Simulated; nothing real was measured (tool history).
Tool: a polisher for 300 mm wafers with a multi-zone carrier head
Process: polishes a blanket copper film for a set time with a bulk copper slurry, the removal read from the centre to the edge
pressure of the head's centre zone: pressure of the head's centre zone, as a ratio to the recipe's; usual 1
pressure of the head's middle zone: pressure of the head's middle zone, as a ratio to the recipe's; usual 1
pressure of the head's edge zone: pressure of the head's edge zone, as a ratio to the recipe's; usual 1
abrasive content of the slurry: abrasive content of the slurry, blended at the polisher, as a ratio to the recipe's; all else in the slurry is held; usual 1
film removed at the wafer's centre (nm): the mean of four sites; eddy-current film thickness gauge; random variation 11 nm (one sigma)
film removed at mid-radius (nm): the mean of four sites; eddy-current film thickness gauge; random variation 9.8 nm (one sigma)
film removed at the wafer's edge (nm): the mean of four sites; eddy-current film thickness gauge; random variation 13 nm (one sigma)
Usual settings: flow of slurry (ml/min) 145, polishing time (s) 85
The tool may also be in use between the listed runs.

run,hour,flow of slurry (ml/min),pressure of the head's centre zone,pressure of the head's middle zone,pressure of the head's edge zone,abrasive content of the slurry,polishing time (s),wafers since the last listed run,wafers polished on this pad,hours since the slurry nozzle was cleaned,hours since the centre zone pressure was calibrated,hours since the edge zone pressure was calibrated,hours since the carrier head's membrane was replaced,"incoming thickness of the incoming film, nm",film removed at the wafer's centre (nm),film removed at mid-radius (nm),film removed at the wafer's edge (nm)
1,0,145,1,1.07,1,1,85,0,175,121.9,12,679.8,314.2,3622.1,1154.5,1248.8,1133.8
2,65.5,145,1,1.07,1,1,85,647,823,187.4,77.5,745.3,379.7,3635.4,1158.1,1244.8,1149.9
3,130.8,130,1,1,1,1,85,645,1468,252.7,142.8,810.6,445,3603.8,1126.7,1153.9,1119.1
4,200.9,130,1,1,1,1,85,693,2161,322.8,212.9,880.7,515.1,3664.7,1123.9,1149.6,1132.6
5,247.1,130,1,1,1,1,85,456,2618,369,259.1,926.9,561.3,3643,1130.4,1156.8,1135.6
6,307.2,145,1,1,0.96,1,85,594,3212,429.1,319.2,987,621.4,3604.9,1146.1,1175.5,1130.4
# hour 313.8: edge zone pressure recalibrated
7,343.3,145,1.06,1,1,1,85,337,3549,465.2,355.3,29.5,657.5,3622.8,1232.2,1177.1,1140.1
# hour 372.8: worn pad replaced by a new one
8,428.5,185,1,1,1,1,85,802,550,550.4,440.5,114.7,742.7,3621.4,1201.6,1224.5,1161.3
9,549.3,145,1,1,1,1,85,1194,1744,671.2,561.3,235.5,863.5,3559,1136.1,1162.9,1142.5
10,619.8,145,1,1,1.06,1,58,697,2441,741.7,631.8,306,934,3621.1,793,798.3,808.4
11,666.9,185,1,0.89,1.05,1,73,465,2907,788.8,678.9,353.1,981.1,3698.2,1042.4,957.8,1013.4
# hour 712.9: slurry nozzle cleaned
# hour 751.6: worn pad replaced by a new one
12,899.1,145,0.93,1,1,0.85,85,2246,1457,186.2,911.1,585.3,1213.3,3640.2,1020.1,1129.3,1055.6
# hour 951.6: carrier head's membrane replaced by a new one
13,998.6,145,1,1,0.89,0.85,85,934,2392,285.7,1010.6,684.8,47,3653.9,1121.8,1117,997.3
# hour 1003.2: centre zone pressure recalibrated
14,1050.5,190,1.09,1,1,1,85,493,2885,337.6,47.3,736.7,98.9,3582.5,1311.7,1225.3,1189.9
15,1112.1,145,1,1,1,1,85,609,3494,399.2,108.9,798.3,160.5,3575.5,1177.6,1164.3,1133.3
# hour 1154.3: worn pad replaced by a new one
16,1210.1,145,1,1,0.9,1,85,929,551,497.2,206.9,896.3,258.5,3663.8,1148.5,1167,1073.8
# hour 1234: edge zone pressure recalibrated
17,1249.9,145,0.91,0.97,1,1,85,373,924,537,246.7,15.9,298.3,3667.3,1057.3,1128.5,1129.9

Run 18 comes next. What will it give?
18,1308,145,1,1,1,1.2,58,574,1499,595.1,304.8,74,356.4,3714.4,?,?,?

Run 18 gave film removed at the wafer's centre (nm) 831.9, film removed at mid-radius (nm) 854, film removed at the wafer's edge (nm) 818.5.
Without the tool's hidden state the same run would have given film removed at the wafer's centre (nm) 831.9, film removed at mid-radius (nm) 854, film removed at the wafer's edge (nm) 818.5.

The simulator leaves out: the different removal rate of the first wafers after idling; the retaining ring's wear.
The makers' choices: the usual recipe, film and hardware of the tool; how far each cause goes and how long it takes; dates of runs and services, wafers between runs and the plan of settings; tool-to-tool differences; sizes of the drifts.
